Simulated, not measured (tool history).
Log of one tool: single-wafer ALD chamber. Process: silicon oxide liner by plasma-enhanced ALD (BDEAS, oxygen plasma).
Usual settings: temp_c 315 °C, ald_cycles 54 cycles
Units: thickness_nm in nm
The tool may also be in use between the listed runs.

run,hour,temp_c,ald_cycles,wafers since the last listed run,hours since the last thermocouple change,hours since the gauge calibration,"read-back reference wafer on the same gauge, thickness_nm",thickness_nm
1,0.0,315,54,0,1134.2,291.2,4.801,5.328
2,29.8,315,54,186,1164.0,321.0,4.798,5.309
3,54.6,315,54,154,1188.8,345.8,4.793,5.318
4,71.5,312,51,105,1205.7,362.7,4.783,5.031
5,100.6,312,51,181,1234.8,391.8,4.770,5.026
6,123.6,315,54,143,1257.8,414.8,4.764,5.285
7,142.3,315,54,116,1276.5,433.5,4.765,5.279
8,164.3,315,54,137,1298.5,455.5,4.759,5.255
# hour 183.6: gauge calibrated
9,185.6,312,62,133,1319.8,2.0,4.811,6.132
10,205.0,312,62,121,1339.2,21.4,4.813,6.160
11,224.6,327,54,122,1358.8,41.0,4.811,5.252

Run 12 comes next. What will it give?
12,240.4,330,50,98,1374.6,56.8,?,?

read-back reference wafer on the same gauge, thickness_nm: 4.812
thickness_nm: 4.860 nm
Without the tool's hidden state the same run would have given thickness_nm 4.869 nm.

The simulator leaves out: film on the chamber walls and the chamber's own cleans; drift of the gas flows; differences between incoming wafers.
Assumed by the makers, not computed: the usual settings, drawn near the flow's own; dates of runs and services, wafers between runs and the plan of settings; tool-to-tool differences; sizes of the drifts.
